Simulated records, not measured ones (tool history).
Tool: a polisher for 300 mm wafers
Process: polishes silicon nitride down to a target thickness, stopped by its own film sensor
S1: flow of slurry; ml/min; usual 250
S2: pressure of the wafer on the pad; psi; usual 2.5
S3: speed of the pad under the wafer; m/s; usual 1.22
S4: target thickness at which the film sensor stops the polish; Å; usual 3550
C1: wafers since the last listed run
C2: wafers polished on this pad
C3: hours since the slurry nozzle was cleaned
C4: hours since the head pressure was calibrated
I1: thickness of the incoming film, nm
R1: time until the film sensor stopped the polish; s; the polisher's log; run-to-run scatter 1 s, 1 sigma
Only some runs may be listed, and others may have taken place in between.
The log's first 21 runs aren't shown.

| run | hour | S1 | S2 | S3 | S4 | C1 | C2 | C3 | C4 | I1 | R1 |
|---|---|---|---|---|---|---|---|---|---|---|---|
| 22 | 595.7 | 205 | 2.5 | 1.04 | 3350 | 162 | 435 | 122.1 | 76.4 | 451.7 | 87.2 |
| 23 | 617.7 | 250 | 3 | 1.22 | 3740 | 273 | 709 | 144.1 | 98.4 | 449.3 | 41.3 |
| 24 | 648.2 | 205 | 2.5 | 1.36 | 3390 | 379 | 1088 | 174.6 | 128.9 | 450.8 | 68 |
| 25 | 665 | 275 | 2.5 | 1.06 | 3820 | 209 | 1297 | 191.4 | 145.7 | 447.3 | 46 |
| 26 | 695.1 | 335 | 1.7 | 1.22 | 3550 | 374 | 1672 | 221.5 | 175.8 | 450.7 | 85.4 |
|  | 718.6 | worn pad replaced by a new one |
| 27 | 727.1 | 250 | 1.7 | 1.22 | 3550 | 348 | 105 | 253.5 | 207.8 | 452.1 | 88.9 |
| 28 | 744.1 | 250 | 2.5 | 1.22 | 3550 | 211 | 316 | 270.5 | 224.8 | 450.9 | 62.1 |
| 29 | 835.3 | 275 | 2.5 | 1.06 | 3820 | 1134 | 1451 | 361.7 | 316 | 450.7 | 48.3 |
| 30 | 870 | 300 | 2.5 | 1.52 | 3270 | 431 | 1883 | 396.4 | 350.7 | 444.3 | 59.6 |
| 31 | 888 | 195 | 2.5 | 1.44 | 3800 | 223 | 2107 | 414.4 | 368.7 | 443 | 37.5 |
| 32 | 900.5 | 250 | 2.5 | 0.92 | 3550 | 155 | 2262 | 426.9 | 381.2 | 446.7 | 73.7 |
|  | 913.3 | worn pad replaced by a new one |
| 33 | 913.8 | 250 | 3 | 1.22 | 3740 | 115 | 6 | 440.2 | 394.5 | 447.7 | 40 |

3 options for the next run, each taken on its own from the tool as it stands now. Forecast them:
| A | 914.2 | 250 | 2.5 | 1.22 | 3550 | 4 | 11 | 440.6 | 394.9 | 446.6 | ? |
| B | 914.2 | 280 | 1.9 | 1.22 | 3550 | 4 | 11 | 440.6 | 394.9 | 446.6 | ? |
| C | 914.2 | 250 | 2.5 | 1.22 | 3390 | 4 | 11 | 440.6 | 394.9 | 446.6 | ? |

| run | R1 |
|---|---|
| A | 59.9 |
| B | 76.3 |
| C | 70.4 |
With the hidden condition removed and each run's random variation left untouched, the same runs would have given:
| run | R1 |
|---|---|
| A | 59.8 |
| B | 76.9 |
| C | 70.3 |
